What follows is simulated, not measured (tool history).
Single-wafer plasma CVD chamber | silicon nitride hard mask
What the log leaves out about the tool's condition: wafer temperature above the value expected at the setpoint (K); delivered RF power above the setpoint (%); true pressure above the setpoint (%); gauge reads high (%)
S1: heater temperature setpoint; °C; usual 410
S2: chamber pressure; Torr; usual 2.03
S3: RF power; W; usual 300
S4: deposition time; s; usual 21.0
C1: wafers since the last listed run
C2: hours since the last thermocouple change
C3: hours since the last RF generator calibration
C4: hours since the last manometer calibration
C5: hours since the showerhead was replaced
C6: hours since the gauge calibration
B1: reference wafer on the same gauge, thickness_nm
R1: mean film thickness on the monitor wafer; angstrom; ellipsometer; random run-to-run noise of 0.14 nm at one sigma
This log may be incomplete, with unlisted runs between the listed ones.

Run 1, hour 0.0: usual settings; C1 0; C2 1015.6; C3 2522.3; C4 2204.1; C5 2604.5; C6 446.2; B1 28.757. Result: R1 273.16 angstrom.
Run 2, hour 31.0: usual settings; C1 554; C2 1046.6; C3 2553.3; C4 2235.1; C5 2635.5; C6 477.2; B1 28.824. Result: R1 272.84 angstrom.
Run 3, hour 57.3: usual settings but S4 17.8 s; C1 470; C2 1072.9; C3 2579.6; C4 2261.4; C5 2661.8; C6 503.5; B1 28.859. Result: R1 232.65 angstrom.
At hour 77.7: RF generator calibrated.
Run 4, hour 78.2: usual settings but S4 17.8 s; C1 230; C2 1093.8; C3 0.5; C4 2282.3; C5 2682.7; C6 524.4; B1 28.738. Result: R1 229.29 angstrom.
Run 5, hour 96.8: usual settings but S4 17.8 s; C1 332; C2 1112.4; C3 19.1; C4 2300.9; C5 2701.3; C6 543.0; B1 28.908. Result: R1 229.98 angstrom.
Run 6, hour 149.8: usual settings; C1 948; C2 1165.4; C3 72.1; C4 2353.9; C5 2754.3; C6 596.0; B1 28.783. Result: R1 272.36 angstrom.
At hour 158.0: capacitance manometer re-zeroed and calibrated.
At hour 158.6: gauge calibrated.
Run 7, hour 184.2: usual settings; C1 472; C2 1199.8; C3 106.5; C4 26.2; C5 2788.7; C6 25.6; B1 28.789. Result: R1 273.07 angstrom.
Run 8, hour 218.4: usual settings; C1 611; C2 1234.0; C3 140.7; C4 60.4; C5 2822.9; C6 59.8; B1 28.882. Result: R1 272.51 angstrom.
At hour 233.3: showerhead replaced.
Run 9, hour 239.3: usual settings but S1 397 °C; C1 230; C2 1254.9; C3 161.6; C4 81.3; C5 6.0; C6 80.7; B1 28.818. Result: R1 274.48 angstrom.
Run 10, hour 253.4: usual settings; C1 252; C2 1269.0; C3 175.7; C4 95.4; C5 20.1; C6 94.8; B1 28.795. Result: R1 269.41 angstrom.
Run 11, hour 277.3: usual settings but S3 350 W, S4 22.7 s; C1 427; C2 1292.9; C3 199.6; C4 119.3; C5 44.0; C6 118.7; B1 28.854. Result: R1 313.68 angstrom.
Run 12, hour 295.0: usual settings; C1 316; C2 1310.6; C3 217.3; C4 137.0; C5 61.7; C6 136.4; B1 28.834. Result: R1 272.76 angstrom.
At hour 309.5: thermocouple changed; heater temperature recalibrated.
Run 13, hour 316.8: usual settings but S1 396 °C, S3 340 W; C1 246; C2 7.3; C3 239.1; C4 158.8; C5 83.5; C6 158.2; B1 28.839. Result: R1 287.56 angstrom.
Run 14, hour 382.4: usual settings but S1 397 °C, S2 1.59 Torr, S3 265 W, S4 24.0 s; C1 1173; C2 72.9; C3 304.7; C4 224.4; C5 149.1; C6 223.8; B1 28.833. Result: R1 282.98 angstrom.
Run 15, hour 413.5: usual settings; C1 556; C2 104.0; C3 335.8; C4 255.5; C5 180.2; C6 254.9; B1 28.741. Result: R1 274.18 angstrom.
Run 16, hour 439.1: usual settings but S1 416 °C, S2 1.62 Torr; C1 457; C2 129.6; C3 361.4; C4 281.1; C5 205.8; C6 280.5; B1 28.794. Result: R1 256.64 angstrom.
Run 17, hour 473.0: usual settings but S1 420 °C, S3 335 W, S4 16.9 s; C1 606; C2 163.5; C3 395.3; C4 315.0; C5 239.7; C6 314.4; B1 28.762. Result: R1 227.64 angstrom.
Run 18, hour 508.5: usual settings; C1 634; C2 199.0; C3 430.8; C4 350.5; C5 275.2; C6 349.9; B1 28.819. Result: R1 272.28 angstrom.
Run 19, hour 524.1: usual settings but S3 330 W; C1 279; C2 214.6; C3 446.4; C4 366.1; C5 290.8; C6 365.5; B1 28.833. Result: R1 281.50 angstrom.
Run 20, hour 542.0: usual settings but S2 2.34 Torr; C1 320; C2 232.5; C3 464.3; C4 384.0; C5 308.7; C6 383.4; B1 28.747. Result: R1 281.46 angstrom.
Run 21, hour 556.2: usual settings but S1 421 °C, S2 2.49 Torr, S3 270 W, S4 18.0 s; C1 253; C2 246.7; C3 478.5; C4 398.2; C5 322.9; C6 397.6; B1 28.811. Result: R1 233.82 angstrom.
Run 22, hour 585.9: usual settings but S1 419 °C, S3 355 W; C1 531; C2 276.4; C3 508.2; C4 427.9; C5 352.6; C6 427.3; B1 28.754. Result: R1 286.57 angstrom.
Run 23, hour 613.8: usual settings but S2 2.29 Torr, S4 25.0 s; C1 499; C2 304.3; C3 536.1; C4 455.8; C5 380.5; C6 455.2; B1 28.809. Result: R1 334.30 angstrom.
Run 24, hour 628.3: usual settings but S1 421 °C, S4 19.0 s; C1 259; C2 318.8; C3 550.6; C4 470.3; C5 395.0; C6 469.7; B1 28.832. Result: R1 245.79 angstrom.
At hour 640.6: gauge calibrated.
Run 25, hour 640.8: usual settings but S1 422 °C, S2 1.65 Torr, S3 355 W, S4 16.9 s; C1 223; C2 331.3; C3 563.1; C4 482.8; C5 407.5; C6 0.2; B1 28.790. Result: R1 220.85 angstrom.
Run 26, hour 663.3: usual settings but S1 401 °C; C1 402; C2 353.8; C3 585.6; C4 505.3; C5 430.0; C6 22.7; B1 28.763. Result: R1 273.97 angstrom.
Run 27, hour 697.2: usual settings but S3 275 W; C1 606; C2 387.7; C3 619.5; C4 539.2; C5 463.9; C6 56.6; B1 28.818. Result: R1 266.68 angstrom.
Run 28, hour 730.2: usual settings; C1 590; C2 420.7; C3 652.5; C4 572.2; C5 496.9; C6 89.6; B1 28.819. Result: R1 273.39 angstrom.
Run 29, hour 755.0: usual settings but S3 245 W; C1 443; C2 445.5; C3 677.3; C4 597.0; C5 521.7; C6 114.4; B1 28.716. Result: R1 255.07 angstrom.

For each entry between runs, how does the tool's hidden state at the last listed run before it compare with that at the first listed run after it?
Runs 3 to 4: RF generator calibrated (hour 77.7)
  both runs share identical hidden conditions
Runs 6 to 7: capacitance manometer re-zeroed and calibrated (hour 158.0); gauge calibrated (hour 158.6)
  both runs share identical hidden conditions
Runs 8 to 9: showerhead replaced (hour 233.3)
  both runs share identical hidden conditions
Runs 12 to 13: thermocouple changed; heater temperature recalibrated (hour 309.5)
  both runs share identical hidden conditions
Runs 24 to 25: gauge calibrated (hour 640.6)
  both runs share identical hidden conditions
